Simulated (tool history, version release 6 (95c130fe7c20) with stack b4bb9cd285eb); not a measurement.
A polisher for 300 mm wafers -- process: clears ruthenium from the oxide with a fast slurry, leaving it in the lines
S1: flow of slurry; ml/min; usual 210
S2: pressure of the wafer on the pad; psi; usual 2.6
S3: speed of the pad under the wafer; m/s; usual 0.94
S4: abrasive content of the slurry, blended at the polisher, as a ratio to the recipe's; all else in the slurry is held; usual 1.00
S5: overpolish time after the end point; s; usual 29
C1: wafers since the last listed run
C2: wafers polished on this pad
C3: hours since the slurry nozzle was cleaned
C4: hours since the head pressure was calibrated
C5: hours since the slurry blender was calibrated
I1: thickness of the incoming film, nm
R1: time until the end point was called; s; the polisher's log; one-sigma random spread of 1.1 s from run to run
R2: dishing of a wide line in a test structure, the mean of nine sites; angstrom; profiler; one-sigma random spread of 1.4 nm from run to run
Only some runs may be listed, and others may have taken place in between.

run    hour   S1   S2    S3    S4  S5    C1    C2     C3     C4     C5     I1    R1    R2
  1     0.0  210  2.6  1.04  1.00  29     0  2866  406.1  427.3  400.1  303.6  71.9   865
       35.1  -- slurry nozzle cleaned
       63.9  -- worn pad replaced by a new one
  2    64.7  210  2.6  1.04  1.00  29   387     5   29.6  492.0  464.8  301.1  69.6   858
  3   104.2  210  2.6  0.94  1.00  29   256   261   69.1  531.5  504.3  294.3  76.0   817
      150.5  -- slurry blender recalibrated
  4   168.0  210  2.6  1.18  1.00  29   400   662  132.9  595.3   17.5  303.2  64.1   872
  5   194.6  210  2.6  1.18  1.00  29   172   834  159.5  621.9   44.1  297.1  63.8   924
  6   224.4  210  2.6  0.94  1.00  29   193  1027  189.3  651.7   73.9  303.4  77.3   819
  7   256.8  210  2.6  0.94  1.00  29   210  1237  221.7  684.1  106.3  301.8  76.7   819
      294.5  -- head pressure recalibrated
  8   325.6  210  2.6  0.94  1.00  29   433  1670  290.5   31.1  175.1  302.0  76.9   814
  9   381.8  210  2.3  0.94  1.00  29   364  2035  346.7   87.3  231.3  296.3  84.8   742
 10   429.1  210  2.6  0.94  1.00  29   306  2342  394.0  134.6  278.6  296.4  74.7   828
 11   476.5  150  2.6  0.70  1.00  29   307  2649  441.4  182.0  326.0  299.1  97.3   682
 12   501.9  150  2.0  0.94  1.20  24   164  2814  466.8  207.4  351.4  300.4  97.3   602
      549.9  -- worn pad replaced by a new one
      571.5  -- slurry nozzle cleaned
      578.1  -- slurry blender recalibrated
 13   698.1  150  2.6  0.94  1.00  29  1226   941  126.6  403.6  120.0  300.1  81.4   786
 14   861.4  210  2.2  0.74  1.25  29  1058  2000  289.9  566.9  283.3  300.4  92.0   690
      873.3  -- head pressure recalibrated
 15   900.6  210  2.6  0.94  1.00  20   241  2241  329.1   27.3  322.5  303.1  74.7   626
 16   940.8  210  2.6  0.94  0.70  29   260  2502  369.3   67.5  362.7  294.7  94.4   679
 17   981.4  210  2.1  0.94  1.00  36   263  2765  409.9  108.1  403.3  295.0  90.3   833
     1007.7  -- slurry blender recalibrated
 18  1018.2  210  2.6  0.94  1.00  29   225  2991  446.7  144.9   10.5  300.5  75.7   824
     1062.3  -- slurry nozzle cleaned
 19  1077.9  275  2.6  1.08  1.00  29   380  3372   15.6  204.6   70.2  302.3  66.5   879
     1100.7  -- worn pad replaced by a new one
 20  1134.3  210  2.6  0.94  1.00  29   339   218   72.0  261.0  126.6  304.1  75.7   824
 21  1175.6  235  2.6  0.94  1.00  29   267   485  113.3  302.3  167.9  305.4  73.6   841
 22  1200.8  245  2.2  0.94  1.15  19   163   649  138.5  327.5  193.1  297.9  82.5   582
 23  1266.8  210  2.6  0.94  1.00  29   427  1077  204.5  393.5  259.1  302.0  76.7   819
 24  1317.6  175  2.0  1.04  1.00  29   329  1406  255.3  444.3  309.9  296.0  93.4   695
 25  1351.8  210  2.6  0.94  1.00  29   221  1628  289.5  478.5  344.1  299.9  75.5   809
 26  1399.8  185  3.3  0.94  1.00  29   311  1939  337.5  526.5  392.1  294.7  59.4   958
 27  1428.3  210  2.6  0.94  1.30  38   184  2124  366.0  555.0  420.6  301.0  68.9  1052
     1440.0  -- slurry blender recalibrated
     1459.9  -- head pressure recalibrated
     1594.0  -- worn pad replaced by a new one
 28  1607.8  210  2.6  0.94  0.90  29  1112    89  545.5  147.9  167.8  299.8  79.9   781

Consider 4 possible next runs. They are alternatives, not a sequence: every one starts from the tool as it was left by run 28. What does each give?
  A  1608.3  210  2.6  0.94  1.00  29   3  92  546.0  148.4  168.3  296.8   ?   ?
  B  1608.3  210  2.6  0.78  1.00  29   3  92  546.0  148.4  168.3  296.8   ?   ?
  C  1608.3  210  1.9  0.68  0.80  22   3  92  546.0  148.4  168.3  296.8   ?   ?
  D  1608.3  275  3.3  0.82  1.00  29   3  92  546.0  148.4  168.3  296.8   ?   ?

run     R1   R2
  A   75.2  801
  B   84.7  737
  C  145.4  385
  D   62.6  902
What these runs would have given with no unlogged condition in the tool:
run     R1   R2
  A   75.2  801
  B   84.7  737
  C  145.4  385
  D   62.6  902
